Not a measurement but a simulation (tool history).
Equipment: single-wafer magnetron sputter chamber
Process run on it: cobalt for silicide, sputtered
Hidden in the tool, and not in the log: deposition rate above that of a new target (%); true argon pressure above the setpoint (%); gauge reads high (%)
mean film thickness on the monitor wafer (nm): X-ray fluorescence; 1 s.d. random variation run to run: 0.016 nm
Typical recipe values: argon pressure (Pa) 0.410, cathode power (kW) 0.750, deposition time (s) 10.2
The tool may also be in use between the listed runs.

run,hour,argon pressure (Pa),cathode power (kW),deposition time (s),wafers since the last listed run,wafers on the sputter target,hours since the last manometer calibration,hours since the magnet pack was replaced,hours since the gauge calibration,"read-back reference wafer on the same gauge, thickness_nm",mean film thickness on the monitor wafer (nm)
1,0.0,0.450,0.600,10.2,0,2362,1801.6,10509.6,340.0,4.407,3.068
2,7.9,0.529,0.750,10.2,140,2502,1809.5,10517.5,347.9,4.408,3.527
3,23.1,0.410,0.750,9.2,270,2772,1824.7,10532.7,363.1,4.408,3.402
4,34.3,0.410,0.750,9.2,199,2972,1835.9,10543.9,374.3,4.411,3.395
5,52.0,0.410,0.750,9.2,314,3286,1853.6,10561.6,392.0,4.415,3.398
6,83.7,0.410,0.800,10.2,563,3849,1885.3,10593.3,423.7,4.410,3.977
7,93.9,0.410,0.800,10.2,181,4031,1895.5,10603.5,433.9,4.411,3.977
# hour 106.2: sputter target and shields replaced
8,106.7,0.410,0.750,10.2,85,8,1908.3,10616.3,446.7,4.408,3.611
9,120.5,0.410,0.750,10.2,245,253,1922.1,10630.1,460.5,4.410,3.591
10,134.3,0.410,0.750,10.2,245,499,1935.9,10643.9,474.3,4.411,3.568
11,148.5,0.410,0.750,10.2,252,751,1950.1,10658.1,488.5,4.406,3.546
12,164.4,0.410,0.750,10.2,282,1033,1966.0,10674.0,504.4,4.410,3.502
13,182.3,0.410,0.750,10.2,318,1352,1983.9,10691.9,522.3,4.414,3.508
# hour 189.3: gauge calibrated
# hour 197.1: magnet pack replaced
14,197.6,0.321,0.750,8.8,129,1481,1999.2,0.5,8.3,4.414,3.142
15,204.5,0.283,0.650,10.2,122,1604,2006.1,7.4,15.2,4.411,3.282
16,220.8,0.503,0.750,10.2,289,1893,2022.4,23.7,31.5,4.409,3.340
17,236.1,0.557,0.600,10.7,271,2165,2037.7,39.0,46.8,4.406,2.760
# hour 246.0: sputter target and shields replaced, repeated, since the last time left the tool worse
18,288.3,0.410,0.750,8.2,785,750,2089.9,91.2,99.0,4.414,3.109
19,301.1,0.410,0.750,10.2,227,978,2102.7,104.0,111.8,4.415,3.858
20,315.9,0.566,0.750,9.3,262,1241,2117.5,118.8,126.6,4.410,3.232
21,327.5,0.410,0.750,10.2,206,1447,2129.1,130.4,138.2,4.411,3.830
22,337.7,0.567,0.600,10.2,181,1628,2139.3,140.6,148.4,4.407,2.888
23,351.7,0.410,0.600,9.6,248,1877,2153.3,154.6,162.4,4.412,2.939
24,369.2,0.410,0.650,9.2,310,2188,2170.8,172.1,179.9,4.410,3.009
25,382.4,0.491,0.900,11.3,234,2423,2184.0,185.3,193.1,4.416,4.739
# hour 394.9: capacitance manometer re-zeroed and calibrated
26,395.4,0.410,0.750,10.2,88,2511,0.5,198.3,206.1,4.411,3.796
27,397.8,0.410,0.750,10.2,42,2554,2.9,200.7,208.5,4.405,3.781
28,406.1,0.410,0.750,10.2,147,2702,11.2,209.0,216.8,4.408,3.775
29,443.0,0.410,0.850,9.2,655,3357,48.1,245.9,253.7,4.411,3.802
30,458.1,0.523,0.650,12.2,268,3626,63.2,261.0,268.8,4.408,3.744
31,464.3,0.410,0.750,10.2,110,3736,69.4,267.2,275.0,4.413,3.798
32,474.1,0.298,0.900,11.6,174,3910,79.2,277.0,284.8,4.412,5.398
33,489.9,0.410,0.750,10.2,280,4191,95.0,292.8,300.6,4.408,3.760
# hour 498.8: sputter target and shields replaced
34,507.6,0.485,0.750,10.2,172,156,112.7,310.5,318.3,4.408,3.734
35,525.4,0.263,0.850,9.4,316,472,130.5,328.3,336.1,4.407,4.354

Below, each run's measurement less what the same run would have read without the hidden state. Both values contain the same run-to-run variation, but the gauge's scatter may not be the same in both:
run,mean film thickness on the monitor wafer (nm)
1,-0.147
2,-0.172
3,-0.172
4,-0.176
5,-0.181
6,-0.219
7,-0.221
8,-0.341
9,-0.373
10,-0.399
11,-0.422
12,-0.441
13,-0.463
14,-0.429
15,-0.454
16,-0.475
17,-0.400
18,-0.070
19,-0.106
20,-0.103
21,-0.134
22,-0.108
23,-0.118
24,-0.130
25,-0.213
26,-0.177
27,-0.177
28,-0.180
29,-0.192
30,-0.193
31,-0.197
32,-0.282
33,-0.199
34,-0.037
35,-0.083
